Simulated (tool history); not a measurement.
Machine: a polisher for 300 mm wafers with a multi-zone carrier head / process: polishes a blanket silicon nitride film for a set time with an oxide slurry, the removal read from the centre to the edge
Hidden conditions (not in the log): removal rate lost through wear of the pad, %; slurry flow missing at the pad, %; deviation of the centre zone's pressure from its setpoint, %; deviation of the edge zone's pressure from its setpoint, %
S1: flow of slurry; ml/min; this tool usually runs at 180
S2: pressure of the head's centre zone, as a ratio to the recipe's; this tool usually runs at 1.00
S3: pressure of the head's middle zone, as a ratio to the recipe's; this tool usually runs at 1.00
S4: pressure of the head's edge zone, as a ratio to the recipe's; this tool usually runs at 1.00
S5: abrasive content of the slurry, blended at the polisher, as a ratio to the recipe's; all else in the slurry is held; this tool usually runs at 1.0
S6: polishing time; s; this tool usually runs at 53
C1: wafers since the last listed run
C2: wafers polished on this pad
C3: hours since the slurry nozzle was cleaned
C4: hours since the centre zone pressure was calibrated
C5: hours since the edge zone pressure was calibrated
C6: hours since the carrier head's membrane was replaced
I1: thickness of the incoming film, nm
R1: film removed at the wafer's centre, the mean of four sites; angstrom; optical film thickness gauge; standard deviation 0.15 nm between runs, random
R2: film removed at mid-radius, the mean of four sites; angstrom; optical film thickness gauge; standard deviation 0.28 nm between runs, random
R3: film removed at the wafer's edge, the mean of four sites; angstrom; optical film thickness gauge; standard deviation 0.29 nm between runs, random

run    hour   S1    S2    S3    S4   S5  S6    C1    C2     C3     C4     C5      C6     I1   R1   R2   R3
  1     0.0  180  1.00  1.00  1.00  1.0  64     0  3125  378.2  270.3  439.3  1207.1  450.5  247  250  249
  2    40.4  180  1.00  1.00  1.00  1.0  53   471  3596  418.6  310.7  479.7  1247.5  448.7  203  210  210
       77.0  -- slurry nozzle cleaned
  3   126.4  180  1.00  1.00  1.00  1.0  53   992  4589   49.4  396.7  565.7  1333.5  453.3  199  205  205
      134.9  -- centre zone pressure recalibrated
  4   210.8  180  1.00  1.00  1.00  1.0  53   961  5550  133.8   75.9  650.1  1417.9  450.6  204  210  207
      227.8  -- worn pad replaced by a new one
      263.2  -- carrier head's membrane replaced by a new one
  5   287.5  180  1.00  1.00  1.00  1.0  53   790   638  210.5  152.6  726.8    24.3  453.5  206  205  204
  6   380.1  180  1.00  1.00  1.00  1.0  53  1080  1719  303.1  245.2  819.4   116.9  446.5  204  205  202
  7   463.7  180  1.00  1.09  1.00  1.0  53   975  2694  386.7  328.8  903.0   200.5  455.0  199  227  210
      481.9  -- edge zone pressure recalibrated
  8   532.2  130  1.00  1.00  1.00  0.9  53   776  3470  455.2  397.3   50.3   269.0  445.4  179  187  186
      577.5  -- slurry nozzle cleaned
      631.8  -- centre zone pressure recalibrated
      695.9  -- worn pad replaced by a new one
  9   853.0  210  1.00  1.00  1.00  1.0  53  3662  1833  275.5  221.2  371.1   589.8  448.4  208  213  213
 10   939.5  180  0.88  1.06  1.00  1.0  53  1009  2842  362.0  307.7  457.6   676.3  450.1  176  223  208
     1023.6  -- slurry nozzle cleaned
 11  1039.9  180  1.00  1.00  1.00  1.0  67  1160  4003   16.3  408.1  558.0   776.7  447.0  251  264  267
 12  1122.8  230  1.00  1.00  1.00  1.0  69   967  4970   99.2  491.0  640.9   859.6  444.2  265  277  276
     1142.9  -- centre zone pressure recalibrated
     1144.3  -- worn pad replaced by a new one
 13  1185.1  180  1.10  1.11  1.00  1.0  53   687   475  161.5   42.2  703.2   921.9  451.7  229  225  211
     1231.5  -- edge zone pressure recalibrated
 14  1247.9  180  1.00  1.08  1.00  1.0  53   709  1185  224.3  105.0   16.4   984.7  445.9  203  221  211
 15  1353.9  180  1.00  1.00  1.00  1.0  53  1237  2422  330.3  211.0  122.4  1090.7  449.6  205  206  208
 16  1418.7  180  1.06  1.00  1.00  1.0  38   756  3178  395.1  275.8  187.2  1155.5  447.2  152  148  150
 17  1499.1  180  0.90  1.00  1.07  0.9  53   938  4117  475.5  356.2  267.6  1235.9  448.2  171  192  204
     1518.9  -- slurry nozzle cleaned
 18  1600.7  180  1.00  1.00  1.00  1.0  53  1174  5291   81.8  457.8  369.2  1337.5  446.6  199  207  211
     1635.1  -- centre zone pressure recalibrated
     1649.1  -- worn pad replaced by a new one
 19  1706.4  180  1.00  1.00  1.00  1.0  67  1163   668  187.5   71.3  474.9  1443.2  446.0  263  258  269
 20  1764.3  195  0.94  0.90  0.93  1.0  53   675  1344  245.4  129.2  532.8  1501.1  451.3  196  188  201

Predict each of these 5 candidate next runs independently; none follows another, all start after run 20:
  A  1764.7  180  1.00  1.00  1.00  1.0  53   4  1349  245.8  129.6  533.2  1501.5  449.3   ?   ?   ?
  B  1764.7  180  0.94  0.92  1.00  1.0  53   4  1349  245.8  129.6  533.2  1501.5  449.3   ?   ?   ?
  C  1764.7  180  1.00  1.08  1.00  1.1  53   4  1349  245.8  129.6  533.2  1501.5  449.3   ?   ?   ?
  D  1764.7  180  1.00  1.00  1.00  1.1  53   4  1349  245.8  129.6  533.2  1501.5  449.3   ?   ?   ?
  E  1764.7  180  1.08  1.00  1.00  1.0  53   4  1349  245.8  129.6  533.2  1501.5  449.3   ?   ?   ?

run   R1   R2   R3
  A  204  210  210
  B  191  196  211
  C  213  234  220
  D  213  220  220
  E  220  210  210
Without the tool's unlogged condition, the same runs would have read:
run   R1   R2   R3
  A  204  210  210
  B  192  196  211
  C  214  234  220
  D  214  220  220
  E  221  210  210
